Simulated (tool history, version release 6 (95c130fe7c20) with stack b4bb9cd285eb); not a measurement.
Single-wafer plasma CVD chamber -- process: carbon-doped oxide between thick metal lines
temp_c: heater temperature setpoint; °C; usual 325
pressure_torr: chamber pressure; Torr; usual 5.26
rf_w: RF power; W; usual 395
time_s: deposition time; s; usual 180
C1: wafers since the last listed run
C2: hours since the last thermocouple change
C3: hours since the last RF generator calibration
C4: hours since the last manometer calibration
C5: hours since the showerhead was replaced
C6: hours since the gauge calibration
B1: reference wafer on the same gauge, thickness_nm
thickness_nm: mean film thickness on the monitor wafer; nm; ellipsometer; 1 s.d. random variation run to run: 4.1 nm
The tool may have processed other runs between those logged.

run 1 day=0 | temp_c=325 pressure_torr=5.26 rf_w=395 time_s=180 | C1=0 C2=2678.3 C3=1468.3 C4=930.2 C5=7598.5 C6=485.9 | B1=950.792 | thickness_nm=866.234
run 2 day=0.738 | temp_c=325 pressure_torr=5.26 rf_w=395 time_s=180 | C1=138 C2=2696 C3=1486 C4=947.9 C5=7616.2 C6=503.6 | B1=952.501 | thickness_nm=859.593
-- day=1.208 showerhead replaced
run 3 day=1.296 | temp_c=325 pressure_torr=5.26 rf_w=395 time_s=180 | C1=42 C2=2709.4 C3=1499.4 C4=961.3 C5=2.1 C6=517 | B1=951.298 | thickness_nm=860.612
-- day=1.871 thermocouple changed; heater temperature recalibrated
run 4 day=2.033 | temp_c=325 pressure_torr=5.26 rf_w=395 time_s=180 | C1=75 C2=3.9 C3=1517.1 C4=979 C5=19.8 C6=534.7 | B1=951.197 | thickness_nm=861.313
run 5 day=2.467 | temp_c=331 pressure_torr=5.26 rf_w=395 time_s=180 | C1=81 C2=14.3 C3=1527.5 C4=989.4 C5=30.2 C6=545.1 | B1=950.741 | thickness_nm=839.735
run 6 day=2.842 | temp_c=325 pressure_torr=5.8 rf_w=395 time_s=180 | C1=70 C2=23.3 C3=1536.5 C4=998.4 C5=39.2 C6=554.1 | B1=952.047 | thickness_nm=872.077
run 7 day=3.567 | temp_c=325 pressure_torr=5.26 rf_w=395 time_s=154 | C1=136 C2=40.7 C3=1553.9 C4=1015.8 C5=56.6 C6=571.5 | B1=951.202 | thickness_nm=741.795
-- day=3.925 RF generator calibrated
run 8 day=4.071 | temp_c=325 pressure_torr=5.26 rf_w=395 time_s=154 | C1=32 C2=52.8 C3=3.5 C4=1027.9 C5=68.7 C6=583.6 | B1=951.384 | thickness_nm=740.205
run 9 day=4.558 | temp_c=325 pressure_torr=6.5 rf_w=395 time_s=215 | C1=91 C2=64.5 C3=15.2 C4=1039.6 C5=80.4 C6=595.3 | B1=951.559 | thickness_nm=1053.774
run 10 day=5.046 | temp_c=325 pressure_torr=4.35 rf_w=360 time_s=180 | C1=91 C2=76.2 C3=26.9 C4=1051.3 C5=92.1 C6=607 | B1=951.768 | thickness_nm=791.791
run 11 day=5.758 | temp_c=330 pressure_torr=5.26 rf_w=395 time_s=180 | C1=133 C2=93.3 C3=44 C4=1068.4 C5=109.2 C6=624.1 | B1=950.682 | thickness_nm=842.115
run 12 day=6.354 | temp_c=325 pressure_torr=5.26 rf_w=420 time_s=180 | C1=112 C2=107.6 C3=58.3 C4=1082.7 C5=123.5 C6=638.4 | B1=951.321 | thickness_nm=895.773
-- day=6.479 gauge calibrated
-- day=7.033 capacitance manometer re-zeroed and calibrated
run 13 day=7.054 | temp_c=315 pressure_torr=4.42 rf_w=445 time_s=170 | C1=68 C2=124.4 C3=75.1 C4=0.5 C5=140.3 C6=13.8 | B1=950.676 | thickness_nm=902.522
run 14 day=7.542 | temp_c=325 pressure_torr=5.26 rf_w=395 time_s=180 | C1=91 C2=136.1 C3=86.8 C4=12.2 C5=152 C6=25.5 | B1=951.413 | thickness_nm=869.984
run 15 day=7.912 | temp_c=316 pressure_torr=5.26 rf_w=395 time_s=180 | C1=69 C2=145 C3=95.7 C4=21.1 C5=160.9 C6=34.4 | B1=951.088 | thickness_nm=902.432
run 16 day=8.412 | temp_c=316 pressure_torr=5.26 rf_w=365 time_s=180 | C1=93 C2=157 C3=107.7 C4=33.1 C5=172.9 C6=46.4 | B1=950.718 | thickness_nm=849.899
run 17 day=9.029 | temp_c=325 pressure_torr=5.26 rf_w=395 time_s=180 | C1=115 C2=171.8 C3=122.5 C4=47.9 C5=187.7 C6=61.2 | B1=951.162 | thickness_nm=856.94
run 18 day=9.538 | temp_c=313 pressure_torr=6.37 rf_w=420 time_s=158 | C1=95 C2=184 C3=134.7 C4=60.1 C5=199.9 C6=73.4 | B1=952.53 | thickness_nm=846.182
run 19 day=9.838 | temp_c=325 pressure_torr=5.26 rf_w=430 time_s=180 | C1=56 C2=191.2 C3=141.9 C4=67.3 C5=207.1 C6=80.6 | B1=951.133 | thickness_nm=917.302
run 20 day=10.55 | temp_c=325 pressure_torr=5.26 rf_w=395 time_s=180 | C1=133 C2=208.3 C3=159 C4=84.4 C5=224.2 C6=97.7 | B1=951.776 | thickness_nm=859.277
run 21 day=10.867 | temp_c=312 pressure_torr=5.26 rf_w=455 time_s=209 | C1=59 C2=215.9 C3=166.6 C4=92 C5=231.8 C6=105.3 | B1=950.141 | thickness_nm=1162.427
run 22 day=11.575 | temp_c=325 pressure_torr=4.34 rf_w=430 time_s=180 | C1=133 C2=232.9 C3=183.6 C4=109 C5=248.8 C6=122.3 | B1=951.284 | thickness_nm=894.991
run 23 day=11.854 | temp_c=325 pressure_torr=5.26 rf_w=395 time_s=180 | C1=52 C2=239.6 C3=190.3 C4=115.7 C5=255.5 C6=129 | B1=951.68 | thickness_nm=864.083
run 24 day=12.121 | temp_c=325 pressure_torr=5.26 rf_w=395 time_s=180 | C1=50 C2=246 C3=196.7 C4=122.1 C5=261.9 C6=135.4 | B1=950.745 | thickness_nm=866.652
run 25 day=12.833 | temp_c=311 pressure_torr=5.26 rf_w=395 time_s=180 | C1=133 C2=263.1 C3=213.8 C4=139.2 C5=279 C6=152.5 | B1=950.916 | thickness_nm=913.698
run 26 day=13.417 | temp_c=339 pressure_torr=4.01 rf_w=330 time_s=200 | C1=109 C2=277.1 C3=227.8 C4=153.2 C5=293 C6=166.5 | B1=950.654 | thickness_nm=776.939
run 27 day=14.008 | temp_c=325 pressure_torr=5.26 rf_w=395 time_s=180 | C1=111 C2=291.3 C3=242 C4=167.4 C5=307.2 C6=180.7 | B1=951.429 | thickness_nm=860.741
run 28 day=14.758 | temp_c=317 pressure_torr=4.13 rf_w=335 time_s=163 | C1=140 C2=309.3 C3=260 C4=185.4 C5=325.2 C6=198.7 | B1=951.958 | thickness_nm=699.291
run 29 day=15.421 | temp_c=325 pressure_torr=5.26 rf_w=430 time_s=150 | C1=124 C2=325.2 C3=275.9 C4=201.3 C5=341.1 C6=214.6 | B1=951.287 | thickness_nm=763.149

Here are 4 independent what-if runs from the current tool condition. What would each one return?
run A day=15.438 | temp_c=325 pressure_torr=6.4 rf_w=395 time_s=180 | C1=3 C2=325.6 C3=276.3 C4=201.7 C5=341.5 C6=215 | B1=? | thickness_nm=?
run B day=15.438 | temp_c=335 pressure_torr=5.26 rf_w=315 time_s=180 | C1=3 C2=325.6 C3=276.3 C4=201.7 C5=341.5 C6=215 | B1=? | thickness_nm=?
run C day=15.438 | temp_c=325 pressure_torr=4.38 rf_w=425 time_s=180 | C1=3 C2=325.6 C3=276.3 C4=201.7 C5=341.5 C6=215 | B1=? | thickness_nm=?
run D day=15.438 | temp_c=316 pressure_torr=6.55 rf_w=470 time_s=144 | C1=3 C2=325.6 C3=276.3 C4=201.7 C5=341.5 C6=215 | B1=? | thickness_nm=?

run=A B1=951.285 thickness_nm=880.463
run=B B1=951.285 thickness_nm=711.074
run=C B1=951.285 thickness_nm=886.852
run=D B1=951.285 thickness_nm=822.995
Take away the tool's hidden state, keep each run's random variation, and the runs would have read:
run=A thickness_nm=880.463
run=B thickness_nm=711.074
run=C thickness_nm=886.852
run=D thickness_nm=822.995

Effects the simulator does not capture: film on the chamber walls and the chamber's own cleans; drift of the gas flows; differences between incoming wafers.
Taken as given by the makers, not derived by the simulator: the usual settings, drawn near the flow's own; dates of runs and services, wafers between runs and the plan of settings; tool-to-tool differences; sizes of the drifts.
